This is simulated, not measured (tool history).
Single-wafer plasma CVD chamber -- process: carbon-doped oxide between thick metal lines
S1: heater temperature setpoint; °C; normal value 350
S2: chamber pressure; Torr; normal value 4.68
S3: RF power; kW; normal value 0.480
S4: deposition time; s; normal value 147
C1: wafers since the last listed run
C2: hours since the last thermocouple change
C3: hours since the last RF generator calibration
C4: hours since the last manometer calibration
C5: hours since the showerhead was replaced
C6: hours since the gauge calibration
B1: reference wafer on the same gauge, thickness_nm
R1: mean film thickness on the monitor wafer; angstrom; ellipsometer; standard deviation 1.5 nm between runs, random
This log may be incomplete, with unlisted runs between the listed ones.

| run | hour | S1 | S2 | S3 | S4 | C1 | C2 | C3 | C4 | C5 | C6 | B1 | R1 |
|---|---|---|---|---|---|---|---|---|---|---|---|---|---|
| 1 | 0.0 | 347 | 4.68 | 0.480 | 147 | 0 | 945.5 | 1500.6 | 2728.2 | 8215.3 | 2399.1 | 674.057 | 7028.56 |
| 2 | 79.9 | 347 | 4.68 | 0.480 | 147 | 949 | 1025.4 | 1580.5 | 2808.1 | 8295.2 | 2479.0 | 673.960 | 7009.00 |
|  | 130.9 | capacitance manometer re-zeroed and calibrated |
| 3 | 131.4 | 350 | 4.68 | 0.480 | 147 | 516 | 1076.9 | 1632.0 | 0.5 | 8346.7 | 2530.5 | 673.948 | 6854.08 |
|  | 200.1 | RF generator calibrated |
| 4 | 218.6 | 350 | 5.07 | 0.480 | 124 | 941 | 1164.1 | 18.5 | 87.7 | 8433.9 | 2617.7 | 673.558 | 6011.19 |
| 5 | 321.5 | 350 | 5.07 | 0.480 | 124 | 1222 | 1267.0 | 121.4 | 190.6 | 8536.8 | 2720.6 | 673.838 | 6002.58 |
| 6 | 364.4 | 350 | 5.07 | 0.480 | 124 | 509 | 1309.9 | 164.3 | 233.5 | 8579.7 | 2763.5 | 673.778 | 5987.03 |
| 7 | 425.5 | 350 | 4.68 | 0.480 | 147 | 725 | 1371.0 | 225.4 | 294.6 | 8640.8 | 2824.6 | 673.935 | 7020.54 |
|  | 490.9 | gauge calibrated |
| 8 | 528.4 | 350 | 4.68 | 0.480 | 147 | 1222 | 1473.9 | 328.3 | 397.5 | 8743.7 | 37.5 | 674.013 | 6993.20 |
| 9 | 564.5 | 350 | 4.68 | 0.480 | 147 | 428 | 1510.0 | 364.4 | 433.6 | 8779.8 | 73.6 | 673.589 | 7008.49 |
|  | 613.9 | showerhead replaced |
| 10 | 614.4 | 361 | 4.35 | 0.480 | 147 | 497 | 1559.9 | 414.3 | 483.5 | 0.5 | 123.5 | 674.442 | 6787.13 |
| 11 | 664.7 | 350 | 4.68 | 0.480 | 147 | 597 | 1610.2 | 464.6 | 533.8 | 50.8 | 173.8 | 673.758 | 6999.03 |
| 12 | 750.1 | 350 | 4.68 | 0.480 | 175 | 1014 | 1695.6 | 550.0 | 619.2 | 136.2 | 259.2 | 674.038 | 8340.26 |
| 13 | 833.9 | 362 | 4.68 | 0.480 | 125 | 995 | 1779.4 | 633.8 | 703.0 | 220.0 | 343.0 | 674.098 | 5812.35 |
| 14 | 877.3 | 350 | 4.68 | 0.480 | 147 | 515 | 1822.8 | 677.2 | 746.4 | 263.4 | 386.4 | 673.898 | 7002.40 |
| 15 | 939.4 | 350 | 4.68 | 0.480 | 147 | 737 | 1884.9 | 739.3 | 808.5 | 325.5 | 448.5 | 673.693 | 7000.94 |
| 16 | 1000.5 | 350 | 5.10 | 0.480 | 147 | 725 | 1946.0 | 800.4 | 869.6 | 386.6 | 509.6 | 674.075 | 7056.57 |
|  | 1083.5 | thermocouple changed; heater temperature recalibrated |
| 17 | 1084.0 | 350 | 4.68 | 0.480 | 147 | 897 | 0.5 | 883.9 | 953.1 | 470.1 | 593.1 | 673.926 | 6965.30 |
| 18 | 1138.4 | 339 | 4.68 | 0.480 | 160 | 646 | 54.9 | 938.3 | 1007.5 | 524.5 | 647.5 | 674.222 | 7794.14 |
| 19 | 1215.1 | 336 | 5.43 | 0.480 | 147 | 911 | 131.6 | 1015.0 | 1084.2 | 601.2 | 724.2 | 673.830 | 7355.30 |
| 20 | 1324.1 | 350 | 5.38 | 0.520 | 147 | 1295 | 240.6 | 1124.0 | 1193.2 | 710.2 | 833.2 | 674.036 | 7541.40 |
| 21 | 1367.3 | 350 | 5.09 | 0.525 | 147 | 513 | 283.8 | 1167.2 | 1236.4 | 753.4 | 876.4 | 673.748 | 7544.89 |
| 22 | 1423.7 | 341 | 3.73 | 0.545 | 168 | 670 | 340.2 | 1223.6 | 1292.8 | 809.8 | 932.8 | 674.007 | 8684.11 |
| 23 | 1518.1 | 363 | 3.67 | 0.390 | 162 | 1121 | 434.6 | 1318.0 | 1387.2 | 904.2 | 1027.2 | 674.089 | 5893.81 |
| 24 | 1613.6 | 350 | 4.68 | 0.480 | 147 | 1134 | 530.1 | 1413.5 | 1482.7 | 999.7 | 1122.7 | 673.798 | 6915.36 |
|  | 1650.0 | RF generator calibrated |
| 25 | 1714.5 | 350 | 4.68 | 0.480 | 147 | 1103 | 631.0 | 64.5 | 1583.6 | 1100.6 | 1223.6 | 674.127 | 7106.96 |
| 26 | 1754.9 | 350 | 4.68 | 0.480 | 147 | 480 | 671.4 | 104.9 | 1624.0 | 1141.0 | 1264.0 | 673.904 | 7108.15 |
| 27 | 1996.5 | 356 | 4.14 | 0.480 | 129 | 2870 | 913.0 | 346.5 | 1865.6 | 1382.6 | 1505.6 | 673.891 | 6048.29 |
| 28 | 2042.7 | 338 | 5.22 | 0.425 | 118 | 548 | 959.2 | 392.7 | 1911.8 | 1428.8 | 1551.8 | 674.179 | 5306.50 |

Below, some changes in R1 between adjacent runs. For each, the amount present without the hidden state too (settings, incoming material, random variation) and the amount remaining for the hidden state with gauge scatter not shared by both compared results:
Hidden state at play: wafer temperature above the value expected at the setpoint (K); delivered RF power above the setpoint (%); true pressure above the setpoint (%); gauge reads high (%).
Run 3 -> 4: S2 4.68 -> 5.07, S4 147 -> 124, RF generator calibrated. R1 -842.89 angstrom: hidden state +199.81, all else -1042.70.
Run 12 -> 13: S1 350 -> 362, S4 175 -> 125. R1 -2527.91 angstrom: hidden state +18.99, all else -2546.90.
Run 22 -> 23: S1 341 -> 363, S2 3.73 -> 3.67, S3 0.545 -> 0.390, S4 168 -> 162. R1 -2790.30 angstrom: hidden state +1.68, all else -2791.98.
Run 24 -> 25: RF generator calibrated. R1 +191.60 angstrom: hidden state +201.92, all else -10.32.
